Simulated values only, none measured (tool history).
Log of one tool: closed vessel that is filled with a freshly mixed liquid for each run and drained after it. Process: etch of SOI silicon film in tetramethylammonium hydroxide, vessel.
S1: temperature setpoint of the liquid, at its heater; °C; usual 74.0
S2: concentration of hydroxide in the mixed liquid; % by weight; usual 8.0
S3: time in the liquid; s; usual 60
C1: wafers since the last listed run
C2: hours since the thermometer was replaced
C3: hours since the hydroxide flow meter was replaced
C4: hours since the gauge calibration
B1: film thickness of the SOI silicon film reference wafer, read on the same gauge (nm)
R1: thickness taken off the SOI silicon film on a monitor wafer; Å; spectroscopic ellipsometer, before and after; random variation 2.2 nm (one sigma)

{"run": 1, "hour": 0.0, "S1": 74.0, "S2": 8.0, "S3": 60, "C1": 0, "C2": 384.0, "C3": 439.3, "C4": 590.9, "B1": 110.03, "R1": 5760.0}
{"run": 2, "hour": 102.7, "S1": 74.0, "S2": 8.0, "S3": 60, "C1": 9996, "C2": 486.7, "C3": 542.0, "C4": 693.6, "B1": 109.99, "R1": 5828.2}
{"run": 3, "hour": 186.8, "S1": 74.0, "S2": 8.0, "S3": 60, "C1": 8185, "C2": 570.8, "C3": 626.1, "C4": 777.7, "B1": 110.0, "R1": 5835.2}
{"run": 4, "hour": 418.6, "S1": 68.5, "S2": 8.0, "S3": 80, "C1": 22561, "C2": 802.6, "C3": 857.9, "C4": 1009.5, "B1": 109.98, "R1": 5652.9}
{"run": 5, "hour": 524.2, "S1": 68.5, "S2": 8.0, "S3": 80, "C1": 10278, "C2": 908.2, "C3": 963.5, "C4": 1115.1, "B1": 109.99, "R1": 5707.3}
{"run": 6, "hour": 590.0, "S1": 68.5, "S2": 8.0, "S3": 80, "C1": 6404, "C2": 974.0, "C3": 1029.3, "C4": 1180.9, "B1": 110.0, "R1": 5668.9}
{"hour": 657.4, "done": "hydroxide flow meter replaced"}
{"run": 7, "hour": 693.7, "S1": 74.0, "S2": 8.0, "S3": 60, "C1": 9996, "C2": 1077.7, "C3": 36.3, "C4": 1284.6, "B1": 109.97, "R1": 5998.6}
{"hour": 702.1, "done": "thermometer replaced"}
{"hour": 762.5, "done": "gauge calibrated"}
{"run": 8, "hour": 786.1, "S1": 74.0, "S2": 8.0, "S3": 60, "C1": 8896, "C2": 84.0, "C3": 128.7, "C4": 23.6, "B1": 110.02, "R1": 6023.7}
{"run": 9, "hour": 842.1, "S1": 67.5, "S2": 9.0, "S3": 80, "C1": 5450, "C2": 140.0, "C3": 184.7, "C4": 79.6, "B1": 110.01, "R1": 5284.1}
{"hour": 892.1, "done": "hydroxide flow meter replaced, repeated, since the last time left the tool worse"}
{"run": 10, "hour": 921.1, "S1": 81.0, "S2": 8.0, "S3": 60, "C1": 7591, "C2": 219.0, "C3": 29.0, "C4": 158.6, "B1": 109.95, "R1": 8490.8}
{"run": 11, "hour": 995.4, "S1": 77.0, "S2": 6.5, "S3": 50, "C1": 7231, "C2": 293.3, "C3": 103.3, "C4": 232.9, "B1": 110.01, "R1": 5990.7}
{"run": 12, "hour": 1087.3, "S1": 74.0, "S2": 6.0, "S3": 60, "C1": 8944, "C2": 385.2, "C3": 195.2, "C4": 324.8, "B1": 110.0, "R1": 6194.8}
{"run": 13, "hour": 1163.3, "S1": 81.0, "S2": 10.0, "S3": 50, "C1": 7397, "C2": 461.2, "C3": 271.2, "C4": 400.8, "B1": 110.0, "R1": 6641.0}
{"run": 14, "hour": 1261.0, "S1": 74.0, "S2": 8.0, "S3": 35, "C1": 9509, "C2": 558.9, "C3": 368.9, "C4": 498.5, "B1": 110.01, "R1": 3391.1}
{"run": 15, "hour": 1358.8, "S1": 68.5, "S2": 8.0, "S3": 80, "C1": 9519, "C2": 656.7, "C3": 466.7, "C4": 596.3, "B1": 109.99, "R1": 5585.3}
{"run": 16, "hour": 1454.2, "S1": 70.5, "S2": 8.0, "S3": 90, "C1": 9285, "C2": 752.1, "C3": 562.1, "C4": 691.7, "B1": 110.04, "R1": 7136.9}
{"run": 17, "hour": 1531.7, "S1": 74.0, "S2": 8.0, "S3": 60, "C1": 7543, "C2": 829.6, "C3": 639.6, "C4": 769.2, "B1": 109.99, "R1": 5822.5}

Forecast each of these 3 alternatives for the next run:
{"run": "A", "hour": 1532.4, "S1": 74.0, "S2": 10.5, "S3": 60, "C1": 68, "C2": 830.3, "C3": 640.3, "C4": 769.9, "B1": "?", "R1": "?"}
{"run": "B", "hour": 1532.4, "S1": 68.5, "S2": 6.0, "S3": 60, "C1": 68, "C2": 830.3, "C3": 640.3, "C4": 769.9, "B1": "?", "R1": "?"}
{"run": "C", "hour": 1532.4, "S1": 80.5, "S2": 8.0, "S3": 60, "C1": 68, "C2": 830.3, "C3": 640.3, "C4": 769.9, "B1": "?", "R1": "?"}

run=A B1=110.02 R1=5324.7
run=B B1=110.02 R1=4563.5
run=C B1=110.02 R1=8448.6
Without the tool's hidden state the same runs would have given:
run=A R1=5244.8
run=B R1=4519.5
run=C R1=8332.0
